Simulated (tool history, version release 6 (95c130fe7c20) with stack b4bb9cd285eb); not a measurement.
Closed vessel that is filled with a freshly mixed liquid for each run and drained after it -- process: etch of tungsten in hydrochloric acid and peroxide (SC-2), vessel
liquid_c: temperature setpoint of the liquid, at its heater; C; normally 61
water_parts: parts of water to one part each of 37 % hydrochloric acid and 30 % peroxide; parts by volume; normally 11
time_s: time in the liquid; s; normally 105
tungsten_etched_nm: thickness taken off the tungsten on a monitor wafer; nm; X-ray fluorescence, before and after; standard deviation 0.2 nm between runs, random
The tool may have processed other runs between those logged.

| run | hour | liquid_c | water_parts | time_s | wafers since the last listed run | hours since the thermometer was replaced | hours since the chemicals flow meter was replaced | hours since the drum of peroxide was connected | hours since the gauge calibration | read-back film thickness of the tungsten reference wafer, read on the same gauge (nm) | tungsten_etched_nm |
|---|---|---|---|---|---|---|---|---|---|---|---|
| 1 | 0 | 61 | 11 | 105 | 0 | 2299 | 763.3 | 873.2 | 19.7 | 70.04 | 57.49 |
| 2 | 21.6 | 61 | 11 | 105 | 1387 | 2320.6 | 784.9 | 894.8 | 41.3 | 70.01 | 57.4 |
| 3 | 49.1 | 61 | 11 | 105 | 1766 | 2348.1 | 812.4 | 922.3 | 68.8 | 70 | 57.91 |
| 4 | 76 | 61 | 11 | 105 | 1728 | 2375 | 839.3 | 949.2 | 95.7 | 70.01 | 57.94 |
| 5 | 89.9 | 55.5 | 11 | 105 | 893 | 2388.9 | 853.2 | 963.1 | 109.6 | 69.96 | 40.88 |
| 6 | 116.9 | 55.5 | 11 | 105 | 1734 | 2415.9 | 880.2 | 990.1 | 136.6 | 70 | 40.51 |
| 7 | 136.2 | 55.5 | 11 | 105 | 1240 | 2435.2 | 899.5 | 1009.4 | 155.9 | 70.03 | 40.89 |
| 8 | 148.6 | 61 | 11 | 105 | 796 | 2447.6 | 911.9 | 1021.8 | 168.3 | 70.03 | 57.69 |
| 9 | 174.9 | 61 | 11 | 105 | 1689 | 2473.9 | 938.2 | 1048.1 | 194.6 | 70 | 57.92 |
| 10 | 191.2 | 52.5 | 13.5 | 105 | 1047 | 2490.2 | 954.5 | 1064.4 | 210.9 | 70.01 | 28.33 |
| 11 | 205.6 | 51 | 15.5 | 70 | 925 | 2504.6 | 968.9 | 1078.8 | 225.3 | 70 | 15.18 |
|  | 217.1 | thermometer replaced |
|  | 223.8 | chemicals flow meter replaced |
| 12 | 228.8 | 52 | 11 | 105 | 1362 | 11.7 | 5 | 1102 | 248.5 | 70 | 30.92 |
| 13 | 240.8 | 61 | 11 | 105 | 771 | 23.7 | 17 | 1114 | 260.5 | 70.01 | 55.16 |
| 14 | 272.1 | 61 | 5.5 | 130 | 2011 | 55 | 48.3 | 1145.3 | 291.8 | 70.01 | 117.45 |
| 15 | 296.1 | 67 | 16.5 | 145 | 1542 | 79 | 72.3 | 1169.3 | 315.8 | 69.99 | 77.67 |
| 16 | 315.6 | 61 | 11 | 165 | 1252 | 98.5 | 91.8 | 1188.8 | 335.3 | 70.05 | 86.82 |
| 17 | 331.2 | 55 | 11 | 105 | 1002 | 114.1 | 107.4 | 1204.4 | 350.9 | 70.01 | 37.46 |
| 18 | 354.3 | 61 | 11 | 105 | 1484 | 137.2 | 130.5 | 1227.5 | 374 | 70.01 | 55.08 |
| 19 | 381.6 | 61 | 11 | 105 | 1754 | 164.5 | 157.8 | 1254.8 | 401.3 | 70.01 | 54.8 |
| 20 | 399.9 | 61 | 11 | 105 | 1175 | 182.8 | 176.1 | 1273.1 | 419.6 | 70.01 | 54.95 |
| 21 | 412 | 61 | 11 | 105 | 777 | 194.9 | 188.2 | 1285.2 | 431.7 | 70.04 | 55.27 |
|  | 424.8 | new drum of peroxide connected |
| 22 | 426.9 | 61 | 11 | 105 | 893 | 209.8 | 203.1 | 2.1 | 446.6 | 70.01 | 55.3 |
| 23 | 456.5 | 58.5 | 9 | 75 | 1901 | 239.4 | 232.7 | 31.7 | 476.2 | 70.02 | 39.97 |
| 24 | 480.9 | 61 | 6.5 | 105 | 1567 | 263.8 | 257.1 | 56.1 | 500.6 | 70 | 84.47 |
| 25 | 514.2 | 61 | 11 | 45 | 2139 | 297.1 | 290.4 | 89.4 | 533.9 | 69.98 | 23.65 |
| 26 | 548.6 | 61 | 9 | 105 | 2210 | 331.5 | 324.8 | 123.8 | 568.3 | 70.01 | 65.77 |
| 27 | 565.5 | 61 | 6 | 105 | 1085 | 348.4 | 341.7 | 140.7 | 585.2 | 69.98 | 90.03 |
| 28 | 584.4 | 68.5 | 12.5 | 105 | 1214 | 367.3 | 360.6 | 159.6 | 604.1 | 69.99 | 78.1 |
| 29 | 605.4 | 61 | 11 | 105 | 1349 | 388.3 | 381.6 | 180.6 | 625.1 | 69.98 | 55.47 |
| 30 | 623.3 | 65 | 11 | 155 | 1150 | 406.2 | 399.5 | 198.5 | 643 | 69.97 | 104.36 |

Here are 4 independent what-if runs from the current tool condition. What would each one return?
| A | 624 | 61 | 11 | 155 | 44 | 406.9 | 400.2 | 199.2 | 643.7 | ? | ? |
| B | 624 | 61 | 11 | 50 | 44 | 406.9 | 400.2 | 199.2 | 643.7 | ? | ? |
| C | 624 | 61 | 14 | 60 | 44 | 406.9 | 400.2 | 199.2 | 643.7 | ? | ? |
| D | 624 | 66 | 11 | 105 | 44 | 406.9 | 400.2 | 199.2 | 643.7 | ? | ? |

| run | read-back film thickness of the tungsten reference wafer, read on the same gauge (nm) | tungsten_etched_nm |
|---|---|---|
| A | 70.05 | 81.84 |
| B | 70.05 | 26.4 |
| C | 70.05 | 25.74 |
| D | 70.05 | 75.35 |
Without the tool's hidden state the same runs would have given:
| run | tungsten_etched_nm |
|---|---|
| A | 80.68 |
| B | 26.03 |
| C | 25.38 |
| D | 74.31 |

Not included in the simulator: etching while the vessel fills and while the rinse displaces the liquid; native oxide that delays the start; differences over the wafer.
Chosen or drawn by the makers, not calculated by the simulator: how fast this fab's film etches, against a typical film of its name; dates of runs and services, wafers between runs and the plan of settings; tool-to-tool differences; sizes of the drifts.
